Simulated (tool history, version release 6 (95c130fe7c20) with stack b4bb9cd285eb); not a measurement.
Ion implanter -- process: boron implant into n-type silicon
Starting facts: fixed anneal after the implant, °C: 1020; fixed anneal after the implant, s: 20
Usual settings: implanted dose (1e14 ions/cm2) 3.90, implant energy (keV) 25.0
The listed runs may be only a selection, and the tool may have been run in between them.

| run | hour | implanted dose (1e14 ions/cm2) | implant energy (keV) | wafers since the last listed run | hours since the last dose calibration | hours since the extraction supply was calibrated | hours since the gauge calibration | read-back reference wafer on the same gauge, sheet resistance | sheet resistance of the implanted and annealed layer (ohm/square) |
|---|---|---|---|---|---|---|---|---|---|
| 1 | 0.0 | 3.90 | 25.0 | 0 | 761.6 | 6206.6 | 10.6 | 220.14 | 261.16 |
| 2 | 43.2 | 3.90 | 25.0 | 575 | 804.8 | 6249.8 | 53.8 | 219.86 | 260.15 |
| 3 | 78.3 | 3.90 | 25.0 | 467 | 839.9 | 6284.9 | 88.9 | 219.82 | 262.11 |
| 4 | 138.4 | 3.90 | 25.0 | 800 | 900.0 | 6345.0 | 149.0 | 219.71 | 260.92 |
| 5 | 177.2 | 3.90 | 25.0 | 516 | 938.8 | 6383.8 | 187.8 | 220.11 | 262.06 |
| 6 | 224.5 | 3.90 | 20.5 | 629 | 986.1 | 6431.1 | 235.1 | 220.06 | 267.79 |
| 7 | 266.9 | 3.90 | 20.5 | 564 | 1028.5 | 6473.5 | 277.5 | 219.93 | 268.40 |
|  | 277.1 | extraction supply calibrated |
| 8 | 319.4 | 4.63 | 19.0 | 592 | 1081.0 | 42.3 | 330.0 | 219.98 | 235.45 |
| 9 | 366.9 | 3.18 | 29.5 | 632 | 1128.5 | 89.8 | 377.5 | 219.84 | 302.85 |
|  | 411.3 | gauge calibrated |
| 10 | 417.7 | 3.90 | 25.0 | 676 | 1179.3 | 140.6 | 6.4 | 219.89 | 262.58 |
| 11 | 470.6 | 4.25 | 19.0 | 704 | 1232.2 | 193.5 | 59.3 | 220.16 | 251.69 |
|  | 522.3 | Faraday cup replaced and dose calibrated |
| 12 | 522.8 | 3.90 | 25.0 | 588 | 0.5 | 245.7 | 111.5 | 220.25 | 253.48 |
| 13 | 568.0 | 4.34 | 23.0 | 601 | 45.7 | 290.9 | 156.7 | 220.08 | 235.16 |
| 14 | 608.2 | 3.90 | 25.0 | 535 | 85.9 | 331.1 | 196.9 | 220.10 | 253.92 |
| 15 | 656.7 | 2.99 | 25.0 | 645 | 134.4 | 379.6 | 245.4 | 219.83 | 317.73 |
| 16 | 692.7 | 3.12 | 28.0 | 479 | 170.4 | 415.6 | 281.4 | 219.91 | 302.76 |

5 ways to go on from here, each from the tool as it stands after run 16. What would each give?
| A | 693.1 | 3.48 | 25.0 | 5 | 170.8 | 416.0 | 281.8 | ? | ? |
| B | 693.1 | 3.90 | 17.5 | 5 | 170.8 | 416.0 | 281.8 | ? | ? |
| C | 693.1 | 3.90 | 18.0 | 5 | 170.8 | 416.0 | 281.8 | ? | ? |
| D | 693.1 | 4.81 | 17.0 | 5 | 170.8 | 416.0 | 281.8 | ? | ? |
| E | 693.1 | 3.90 | 22.0 | 5 | 170.8 | 416.0 | 281.8 | ? | ? |

| run | read-back reference wafer on the same gauge, sheet resistance | sheet resistance of the implanted and annealed layer (ohm/square) |
|---|---|---|
| A | 219.99 | 279.58 |
| B | 219.99 | 264.74 |
| C | 219.99 | 263.97 |
| D | 219.99 | 223.91 |
| E | 219.99 | 258.49 |
Stripped of hidden state, with their random variation kept, the same runs would have yielded:
| run | sheet resistance of the implanted and annealed layer (ohm/square) |
|---|---|
| A | 277.03 |
| B | 262.32 |
| C | 261.56 |
| D | 221.83 |
| E | 256.13 |
